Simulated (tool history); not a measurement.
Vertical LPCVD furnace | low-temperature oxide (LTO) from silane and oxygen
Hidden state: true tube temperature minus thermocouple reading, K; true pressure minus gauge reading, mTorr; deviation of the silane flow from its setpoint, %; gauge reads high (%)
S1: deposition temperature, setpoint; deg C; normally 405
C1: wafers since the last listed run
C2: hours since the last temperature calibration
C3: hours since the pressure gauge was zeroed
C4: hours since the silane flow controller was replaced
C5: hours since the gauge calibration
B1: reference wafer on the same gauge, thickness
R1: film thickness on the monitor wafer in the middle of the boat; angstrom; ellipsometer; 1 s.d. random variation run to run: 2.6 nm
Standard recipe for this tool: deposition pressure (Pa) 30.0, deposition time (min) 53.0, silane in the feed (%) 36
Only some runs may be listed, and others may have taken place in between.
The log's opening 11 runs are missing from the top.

Run 12, hour 481.4: usual settings but deposition time (min) 37.5; C1 578; C2 3807.4; C3 1835.6; C4 5050.3; C5 889.1; B1 586.31. Result: R1 3551.3 angstrom.
Run 13, hour 523.5: usual settings but deposition time (min) 37.5; C1 715; C2 3849.5; C3 1877.7; C4 5092.4; C5 931.2; B1 585.99. Result: R1 3565.8 angstrom.
Run 14, hour 559.3: usual settings; C1 608; C2 3885.3; C3 1913.5; C4 5128.2; C5 967.0; B1 586.60. Result: R1 4948.4 angstrom.
Run 15, hour 606.2: usual settings; C1 797; C2 3932.2; C3 1960.4; C4 5175.1; C5 1013.9; B1 587.83. Result: R1 4972.6 angstrom.
Run 16, hour 634.0: usual settings; C1 472; C2 3960.0; C3 1988.2; C4 5202.9; C5 1041.7; B1 586.64. Result: R1 5007.4 angstrom.
At hour 694.4: pressure gauge zeroed.
Run 17, hour 694.9: usual settings but deposition time (min) 33.5; C1 627; C2 4020.9; C3 0.5; C4 5263.8; C5 1102.6; B1 586.92. Result: R1 3148.0 angstrom.
At hour 716.2: gauge calibrated.
Run 18, hour 736.6: usual settings; C1 708; C2 4062.6; C3 42.2; C4 5305.5; C5 20.4; B1 586.97. Result: R1 4958.4 angstrom.
Run 19, hour 798.8: usual settings but deposition pressure (Pa) 26.7, deposition time (min) 46.5; C1 1057; C2 4124.8; C3 104.4; C4 5367.7; C5 82.6; B1 587.58. Result: R1 3856.2 angstrom.
Run 20, hour 851.1: usual settings; C1 889; C2 4177.1; C3 156.7; C4 5420.0; C5 134.9; B1 586.82. Result: R1 5004.9 angstrom.
Run 21, hour 885.3: usual settings but S1 400 deg C, deposition pressure (Pa) 23.3, deposition time (min) 33.0, silane in the feed (%) 31; C1 581; C2 4211.3; C3 190.9; C4 5454.2; C5 169.1; B1 587.38. Result: R1 1844.0 angstrom.
Run 22, hour 957.4: usual settings but S1 409 deg C, deposition pressure (Pa) 22.7; C1 1225; C2 4283.4; C3 263.0; C4 5526.3; C5 241.2; B1 586.14. Result: R1 3898.3 angstrom.
Run 23, hour 982.2: usual settings but deposition pressure (Pa) 34.0, deposition time (min) 44.5; C1 421; C2 4308.2; C3 287.8; C4 5551.1; C5 266.0; B1 586.74. Result: R1 4765.0 angstrom.
At hour 1035.8: silane flow controller replaced.
Run 24, hour 1038.6: usual settings; C1 550; C2 4364.6; C3 344.2; C4 2.8; C5 322.4; B1 586.99. Result: R1 5035.8 angstrom.
Run 25, hour 1087.4: usual settings but silane in the feed (%) 34; C1 829; C2 4413.4; C3 393.0; C4 51.6; C5 371.2; B1 587.60. Result: R1 4618.7 angstrom.
At hour 1130.6: thermocouples replaced and temperature profile calibrated.
Run 26, hour 1131.1: usual settings but S1 412 deg C, deposition pressure (Pa) 36.0, deposition time (min) 38.0, silane in the feed (%) 33; C1 334; C2 0.5; C3 436.7; C4 95.3; C5 414.9; B1 587.24. Result: R1 4120.7 angstrom.
Run 27, hour 1319.8: usual settings; C1 3208; C2 189.2; C3 625.4; C4 284.0; C5 603.6; B1 587.35. Result: R1 4993.0 angstrom.
Run 28, hour 1358.2: usual settings; C1 652; C2 227.6; C3 663.8; C4 322.4; C5 642.0; B1 587.62. Result: R1 4987.2 angstrom.
Run 29, hour 1392.7: usual settings but S1 413 deg C, deposition time (min) 66.0; C1 586; C2 262.1; C3 698.3; C4 356.9; C5 676.5; B1 586.35. Result: R1 6793.5 angstrom.
Run 30, hour 1451.8: usual settings but S1 413 deg C, deposition pressure (Pa) 32.0, deposition time (min) 67.5, silane in the feed (%) 31; C1 1004; C2 321.2; C3 757.4; C4 416.0; C5 735.6; B1 586.96. Result: R1 5997.7 angstrom.

4 ways to go on from here, each from the tool as it stands after run 30. What would each give?
Run A, hour 1456.8: usual settings but S1 394 deg C; C1 85; C2 326.2; C3 762.4; C4 421.0; C5 740.6; B1 ?. Result: R1 ?.
Run B, hour 1456.8: usual settings but S1 408 deg C, deposition pressure (Pa) 33.3; C1 85; C2 326.2; C3 762.4; C4 421.0; C5 740.6; B1 ?. Result: R1 ?.
Run C, hour 1456.8: usual settings but deposition time (min) 36.0; C1 85; C2 326.2; C3 762.4; C4 421.0; C5 740.6; B1 ?. Result: R1 ?.
Run D, hour 1456.8: usual settings but S1 412 deg C; C1 85; C2 326.2; C3 762.4; C4 421.0; C5 740.6; B1 ?. Result: R1 ?.

run      B1      R1
  A  586.60  4389.3
  B  586.60  5715.4
  C  586.60  3379.6
  D  586.60  5374.0
With the hidden condition removed and each run's random variation left untouched, the same runs would have given:
run      R1
  A  4389.3
  B  5715.4
  C  3379.6
  D  5374.0
